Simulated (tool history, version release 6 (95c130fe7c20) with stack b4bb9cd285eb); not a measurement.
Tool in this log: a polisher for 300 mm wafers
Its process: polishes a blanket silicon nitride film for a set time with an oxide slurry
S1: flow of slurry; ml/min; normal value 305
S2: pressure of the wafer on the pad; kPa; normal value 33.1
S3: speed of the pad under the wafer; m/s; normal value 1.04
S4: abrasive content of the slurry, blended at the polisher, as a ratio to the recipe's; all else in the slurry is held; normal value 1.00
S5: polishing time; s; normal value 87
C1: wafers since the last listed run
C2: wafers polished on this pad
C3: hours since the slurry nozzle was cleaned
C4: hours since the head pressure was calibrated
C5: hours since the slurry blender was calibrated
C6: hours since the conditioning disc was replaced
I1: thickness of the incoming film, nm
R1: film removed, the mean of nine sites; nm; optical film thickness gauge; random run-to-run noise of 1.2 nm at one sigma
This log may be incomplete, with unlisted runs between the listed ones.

Run 1, hour 0.0: usual settings; C1 0; C2 467; C3 266.7; C4 950.2; C5 117.9; C6 31.2; I1 542.3. Result: R1 76.1 nm.
Run 2, hour 14.2: usual settings; C1 158; C2 625; C3 280.9; C4 964.4; C5 132.1; C6 45.4; I1 531.2. Result: R1 69.2 nm.
Run 3, hour 27.5: usual settings; C1 148; C2 774; C3 294.2; C4 977.7; C5 145.4; C6 58.7; I1 545.3. Result: R1 68.7 nm.
Run 4, hour 40.8: usual settings; C1 148; C2 922; C3 307.5; C4 991.0; C5 158.7; C6 72.0; I1 532.9. Result: R1 67.8 nm.
At hour 46.5: worn pad replaced by a new one.
At hour 54.6: slurry blender recalibrated.
Run 5, hour 55.1: usual settings; C1 92; C2 73; C3 321.8; C4 1005.3; C5 0.5; C6 86.3; I1 529.4. Result: R1 79.8 nm.
Run 6, hour 70.9: usual settings; C1 176; C2 249; C3 337.6; C4 1021.1; C5 16.3; C6 102.1; I1 540.1. Result: R1 77.0 nm.
Run 7, hour 80.4: usual settings; C1 105; C2 355; C3 347.1; C4 1030.6; C5 25.8; C6 111.6; I1 538.1. Result: R1 75.9 nm.
Run 8, hour 92.9: usual settings; C1 139; C2 495; C3 359.6; C4 1043.1; C5 38.3; C6 124.1; I1 531.4. Result: R1 78.1 nm.
Run 9, hour 104.1: usual settings; C1 124; C2 620; C3 370.8; C4 1054.3; C5 49.5; C6 135.3; I1 537.4. Result: R1 74.4 nm.
At hour 118.2: worn pad replaced by a new one.
Run 10, hour 118.7: usual settings; C1 118; C2 5; C3 385.4; C4 1068.9; C5 64.1; C6 149.9; I1 545.1. Result: R1 81.5 nm.
At hour 125.1: conditioning disc replaced and pad reconditioned.
At hour 131.2: slurry nozzle cleaned.
Run 11, hour 131.7: usual settings; C1 111; C2 116; C3 0.5; C4 1081.9; C5 77.1; C6 6.6; I1 545.2. Result: R1 75.6 nm.
Run 12, hour 141.4: usual settings; C1 108; C2 225; C3 10.2; C4 1091.6; C5 86.8; C6 16.3; I1 547.5. Result: R1 75.4 nm.
Run 13, hour 155.4: usual settings; C1 156; C2 381; C3 24.2; C4 1105.6; C5 100.8; C6 30.3; I1 542.6. Result: R1 76.0 nm.
Run 14, hour 166.8: usual settings; C1 127; C2 508; C3 35.6; C4 1117.0; C5 112.2; C6 41.7; I1 551.8. Result: R1 73.2 nm.
At hour 181.7: head pressure recalibrated.
Run 15, hour 182.2: usual settings but S2 42.1 kPa, S4 1.25; C1 149; C2 657; C3 51.0; C4 0.5; C5 127.6; C6 57.1; I1 543.4. Result: R1 102.1 nm.
At hour 195.7: worn pad replaced by a new one.
Run 16, hour 197.4: usual settings but S2 39.3 kPa; C1 124; C2 18; C3 66.2; C4 15.7; C5 142.8; C6 72.3; I1 534.0. Result: R1 91.4 nm.
Run 17, hour 214.0: usual settings but S4 1.15; C1 185; C2 203; C3 82.8; C4 32.3; C5 159.4; C6 88.9; I1 534.2. Result: R1 78.8 nm.
Run 18, hour 220.8: usual settings but S1 265 ml/min, S2 29.6 kPa, S4 1.25; C1 75; C2 279; C3 89.6; C4 39.1; C5 166.2; C6 95.7; I1 537.4. Result: R1 71.8 nm.
At hour 232.3: slurry blender recalibrated.
Run 19, hour 237.2: usual settings but S3 0.82 m/s; C1 160; C2 440; C3 106.0; C4 55.5; C5 4.9; C6 112.1; I1 532.3. Result: R1 65.8 nm.
Run 20, hour 262.7: usual settings; C1 284; C2 724; C3 131.5; C4 81.0; C5 30.4; C6 137.6; I1 547.0. Result: R1 75.6 nm.
Run 21, hour 271.6: usual settings but S1 255 ml/min, S3 1.24 m/s, S4 0.80; C1 99; C2 823; C3 140.4; C4 89.9; C5 39.3; C6 146.5; I1 540.6. Result: R1 73.3 nm.
At hour 277.8: worn pad replaced by a new one.
Run 22, hour 284.8: usual settings but S2 29.6 kPa, S4 1.20, S5 107 s; C1 102; C2 77; C3 153.6; C4 103.1; C5 52.5; C6 159.7; I1 531.4. Result: R1 93.8 nm.
At hour 291.6: conditioning disc replaced and pad reconditioned.
Run 23, hour 292.1: usual settings but S2 23.4 kPa, S5 114 s; C1 59; C2 137; C3 160.9; C4 110.4; C5 59.8; C6 0.5; I1 539.9. Result: R1 72.1 nm.
Run 24, hour 298.8: usual settings; C1 74; C2 211; C3 167.6; C4 117.1; C5 66.5; C6 7.2; I1 548.3. Result: R1 77.7 nm.
Run 25, hour 306.9: usual settings but S1 370 ml/min, S2 43.4 kPa, S3 0.78 m/s, S5 60 s; C1 90; C2 302; C3 175.7; C4 125.2; C5 74.6; C6 15.3; I1 538.3. Result: R1 56.5 nm.
Run 26, hour 326.8: usual settings but S3 0.80 m/s, S4 1.15; C1 221; C2 524; C3 195.6; C4 145.1; C5 94.5; C6 35.2; I1 534.3. Result: R1 66.0 nm.
Run 27, hour 333.8: usual settings; C1 78; C2 602; C3 202.6; C4 152.1; C5 101.5; C6 42.2; I1 536.6. Result: R1 72.4 nm.

Predict each of these 3 candidate next runs independently; none follows another, all start after run 27:
Run A, hour 334.3: usual settings; C1 5; C2 607; C3 203.1; C4 152.6; C5 102.0; C6 42.7; I1 528.9. Result: R1 ?.
Run B, hour 334.3: usual settings but S2 41.4 kPa, S3 0.90 m/s, S5 74 s; C1 5; C2 607; C3 203.1; C4 152.6; C5 102.0; C6 42.7; I1 528.9. Result: R1 ?.
Run C, hour 334.3: usual settings but S5 74 s; C1 5; C2 607; C3 203.1; C4 152.6; C5 102.0; C6 42.7; I1 528.9. Result: R1 ?.

run    R1
  A  70.5
  B  67.5
  C  59.9
Without the tool's hidden state the same runs would have given:
run    R1
  A  82.3
  B  78.9
  C  70.0
